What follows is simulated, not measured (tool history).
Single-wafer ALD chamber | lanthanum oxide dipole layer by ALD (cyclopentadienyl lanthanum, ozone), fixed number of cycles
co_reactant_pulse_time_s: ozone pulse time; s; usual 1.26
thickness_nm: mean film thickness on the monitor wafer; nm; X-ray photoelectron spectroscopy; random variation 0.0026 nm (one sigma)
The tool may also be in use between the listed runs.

| run | day | co_reactant_pulse_time_s | wafers since the last listed run | hours since the last thermocouple change | hours since the last ozone generator service | hours since the showerhead was replaced | hours since the gauge calibration | read-back reference wafer on the same gauge, thickness_nm | thickness_nm |
|---|---|---|---|---|---|---|---|---|---|
| 1 | 0.000 | 1.37 | 0 | 994.4 | 1446.8 | 1515.1 | 683.9 | 0.493 | 0.529 |
| 2 | 2.012 | 1.37 | 693 | 1042.7 | 1495.1 | 1563.4 | 732.2 | 0.493 | 0.523 |
| 3 | 3.171 | 1.37 | 399 | 1070.5 | 1522.9 | 1591.2 | 760.0 | 0.492 | 0.523 |
| 4 | 10.150 | 0.99 | 2404 | 1238.0 | 1690.4 | 1758.7 | 927.5 | 0.493 | 0.462 |
|  | 10.625 | thermocouple changed; heater temperature recalibrated |
| 5 | 17.462 | 1.14 | 2404 | 164.1 | 1865.9 | 1934.2 | 1103.0 | 0.492 | 0.478 |
|  | 18.179 | ozone generator serviced |
| 6 | 19.196 | 1.41 | 482 | 205.7 | 24.4 | 1975.8 | 1144.6 | 0.492 | 0.550 |
| 7 | 22.004 | 1.41 | 967 | 273.1 | 91.8 | 2043.2 | 1212.0 | 0.492 | 0.551 |
| 8 | 23.954 | 1.41 | 671 | 319.9 | 138.6 | 2090.0 | 1258.8 | 0.492 | 0.555 |
| 9 | 26.321 | 1.26 | 815 | 376.7 | 195.4 | 2146.8 | 1315.6 | 0.493 | 0.540 |
| 10 | 27.938 | 1.26 | 556 | 415.5 | 234.2 | 2185.6 | 1354.4 | 0.492 | 0.535 |
| 11 | 30.138 | 1.26 | 757 | 468.3 | 287.0 | 2238.4 | 1407.2 | 0.492 | 0.536 |
| 12 | 31.721 | 1.66 | 545 | 506.3 | 325.0 | 2276.4 | 1445.2 | 0.492 | 0.561 |
| 13 | 34.271 | 1.75 | 878 | 567.5 | 386.2 | 2337.6 | 1506.4 | 0.492 | 0.569 |
| 14 | 36.108 | 1.08 | 633 | 611.6 | 430.3 | 2381.7 | 1550.5 | 0.492 | 0.515 |
| 15 | 37.725 | 1.26 | 556 | 650.4 | 469.1 | 2420.5 | 1589.3 | 0.492 | 0.535 |
| 16 | 40.608 | 1.60 | 993 | 719.6 | 538.3 | 2489.7 | 1658.5 | 0.492 | 0.563 |
|  | 41.554 | gauge calibrated |
| 17 | 42.796 | 1.68 | 753 | 772.1 | 590.8 | 2542.2 | 29.8 | 0.492 | 0.556 |
|  | 43.812 | showerhead replaced |
| 18 | 43.825 | 1.26 | 239 | 796.8 | 615.5 | 0.3 | 54.5 | 0.492 | 0.535 |
| 19 | 45.646 | 0.84 | 627 | 840.5 | 659.2 | 44.0 | 98.2 | 0.492 | 0.467 |
| 20 | 48.471 | 0.90 | 973 | 908.3 | 727.0 | 111.8 | 166.0 | 0.492 | 0.481 |
| 21 | 51.429 | 1.26 | 1019 | 979.3 | 798.0 | 182.8 | 237.0 | 0.493 | 0.532 |
| 22 | 53.521 | 1.51 | 720 | 1029.5 | 848.2 | 233.0 | 287.2 | 0.492 | 0.553 |
| 23 | 55.354 | 1.60 | 631 | 1073.5 | 892.2 | 277.0 | 331.2 | 0.493 | 0.554 |
|  | 57.192 | thermocouple changed; heater temperature recalibrated |
| 24 | 57.629 | 1.01 | 668 | 10.5 | 946.8 | 331.6 | 385.8 | 0.492 | 0.500 |
| 25 | 59.017 | 1.08 | 477 | 43.8 | 980.1 | 364.9 | 419.1 | 0.492 | 0.500 |
| 26 | 60.400 | 0.80 | 476 | 77.0 | 1013.3 | 398.1 | 452.3 | 0.493 | 0.451 |
| 27 | 63.242 | 0.90 | 978 | 145.2 | 1081.5 | 466.3 | 520.5 | 0.491 | 0.465 |
| 28 | 65.404 | 1.26 | 744 | 197.1 | 1133.4 | 518.2 | 572.4 | 0.492 | 0.523 |
| 29 | 67.633 | 1.75 | 767 | 250.6 | 1186.9 | 571.7 | 625.9 | 0.492 | 0.560 |
| 30 | 69.642 | 0.96 | 691 | 298.8 | 1235.1 | 619.9 | 674.1 | 0.492 | 0.474 |
| 31 | 71.117 | 1.48 | 508 | 334.2 | 1270.5 | 655.3 | 709.5 | 0.493 | 0.540 |
| 32 | 73.917 | 0.78 | 964 | 401.4 | 1337.7 | 722.5 | 776.7 | 0.493 | 0.431 |
| 33 | 76.475 | 1.73 | 881 | 462.8 | 1399.1 | 783.9 | 838.1 | 0.493 | 0.551 |

How the hidden state differs across the entries between the runs, from the last listed run before each to the first after it:
Between runs 4 and 5: thermocouple changed; heater temperature recalibrated (day 10.625)
  ozone dose above that of a generator just serviced (%): -22.2 -> -27
  measured less the result without the state, thickness_nm: -0.044 -> -0.050 nm
Between runs 5 and 6: ozone generator serviced (day 18.179)
  ozone dose above that of a generator just serviced (%): -27 -> -2.45
  measured less the result without the state, thickness_nm: -0.050 -> -0.002 nm
Between runs 16 and 17: gauge calibrated (day 41.554)
  ozone dose above that of a generator just serviced (%): -4.67 -> -5.12
  measured less the result without the state, thickness_nm: -0.004 -> -0.004 nm
Between runs 17 and 18: showerhead replaced (day 43.812)
  ozone dose above that of a generator just serviced (%): -5.12 -> -5.35
  measured less the result without the state, thickness_nm: -0.004 -> -0.007 nm
Between runs 23 and 24: thermocouple changed; heater temperature recalibrated (day 57.192)
  ozone dose above that of a generator just serviced (%): -8.55 -> -9.32
  measured less the result without the state, thickness_nm: -0.008 -> -0.016 nm
